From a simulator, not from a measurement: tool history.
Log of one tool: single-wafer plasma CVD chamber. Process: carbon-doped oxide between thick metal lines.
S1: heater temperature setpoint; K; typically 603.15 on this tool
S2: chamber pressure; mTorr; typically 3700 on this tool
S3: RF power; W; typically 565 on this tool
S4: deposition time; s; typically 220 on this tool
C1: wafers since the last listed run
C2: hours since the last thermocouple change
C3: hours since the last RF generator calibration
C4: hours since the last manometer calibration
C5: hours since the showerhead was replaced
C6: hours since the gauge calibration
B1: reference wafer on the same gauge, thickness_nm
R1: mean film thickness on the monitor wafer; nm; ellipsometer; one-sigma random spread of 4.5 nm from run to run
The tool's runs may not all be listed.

run     day      S1    S2   S3   S4   C1      C2      C3     C4      C5     C6        B1        R1
  1   0.000  603.15  3700  565  220    0  2024.2  1517.2  683.0  4852.0  102.5  1393.306  1178.157
  2   1.404  603.15  3700  565  220  318  2057.9  1550.9  716.7  4885.7  136.2  1389.389  1178.624
  3   2.683  603.15  3700  565  241  290  2088.6  1581.6  747.4  4916.4  166.9  1390.924  1293.428
  4   3.833  603.15  3700  565  241  261  2116.2  1609.2  775.0  4944.0  194.5  1389.397  1294.794
  5   4.433  608.15  3700  565  220  136  2130.6  1623.6  789.4  4958.4  208.9  1387.375  1158.141
  6   5.175  608.15  3700  565  220  168  2148.4  1641.4  807.2  4976.2  226.7  1385.269  1158.755
  7   5.883  603.15  3700  565  220  160  2165.4  1658.4  824.2  4993.2  243.7  1383.944  1179.021
      6.875  -- showerhead replaced
  8   6.896  603.15  3700  500  220  154  2189.7  1682.7  848.5     0.5  268.0  1386.307  1103.356
  9   7.821  588.15  4300  565  220  210  2211.9  1704.9  870.7    22.7  290.2  1382.385  1255.966
 10   9.229  595.15  3700  655  220  319  2245.7  1738.7  904.5    56.5  324.0  1382.064  1305.445
 11  10.712  603.15  4430  565  242  336  2281.3  1774.3  940.1    92.1  359.6  1380.849  1323.308
     11.846  -- capacitance manometer re-zeroed and calibrated
 12  11.867  603.15  3700  565  198  186  2309.0  1802.0    0.5   119.8  387.3  1379.348  1054.904
 13  12.867  603.15  3230  565  220  227  2333.0  1826.0   24.5   143.8  411.3  1376.372  1160.955
 14  13.696  603.15  3210  535  220  188  2352.9  1845.9   44.4   163.7  431.2  1376.854  1128.664
 15  14.358  603.15  3700  620  199  150  2368.8  1861.8   60.3   179.6  447.1  1376.492  1106.234
     14.862  -- gauge calibrated
 16  15.071  603.15  3700  510  252  161  2385.9  1878.9   77.4   196.7    5.0  1404.797  1294.974
 17  16.546  603.15  3700  565  245  334  2421.3  1914.3  112.8   232.1   40.4  1400.297  1330.765
 18  17.646  590.15  3700  610  220  249  2447.7  1940.7  139.2   258.5   66.8  1399.874  1291.037
 19  18.446  603.15  3990  565  235  181  2466.9  1959.9  158.4   277.7   86.0  1397.722  1284.682
     19.517  -- thermocouple changed; heater temperature recalibrated
 20  19.821  603.15  3700  565  220  236     7.3  1992.9  191.4   310.7  119.0  1396.010  1191.647
     20.212  -- RF generator calibrated
 21  20.954  610.15  3700  565  220  181    34.5    17.8  218.6   337.9  146.2  1396.375  1168.471
 22  21.917  603.15  2930  565  220  218    57.6    40.9  241.7   361.0  169.3  1392.901  1157.515
 23  22.533  603.15  3700  565  220  140    72.4    55.7  256.5   375.8  184.1  1395.361  1185.679
 24  23.921  603.15  3270  565  220  315   105.7    89.0  289.8   409.1  217.4  1395.454  1179.395
 25  25.096  603.15  3700  450  220  266   133.9   117.2  318.0   437.3  245.6  1393.462  1043.105
 26  26.092  608.15  4140  565  241  226   157.8   141.1  341.9   461.2  269.5  1390.886  1289.716
 27  27.408  594.15  4310  630  197  299   189.4   172.7  373.5   492.8  301.1  1389.737  1175.126
 28  28.292  603.15  3700  565  238  200   210.6   193.9  394.7   514.0  322.3  1387.521  1277.500
 29  29.254  592.15  3970  565  220  218   233.7   217.0  417.8   537.1  345.4  1384.302  1228.909

Here are 3 independent what-if runs from the current tool condition. What would each one return?
  A  29.275  603.15  3700  535  220   4  234.2  217.5  418.3  537.6  345.9   ?   ?
  B  29.275  614.15  3700  625  220   4  234.2  217.5  418.3  537.6  345.9   ?   ?
  C  29.275  603.15  3090  455  241   4  234.2  217.5  418.3  537.6  345.9   ?   ?

run        B1        R1
  A  1385.907  1141.670
  B  1385.907  1203.969
  C  1385.907  1127.244
With the hidden condition removed and each run's random variation left untouched, the same runs would have given:
run        R1
  A  1152.632
  B  1215.530
  C  1138.068
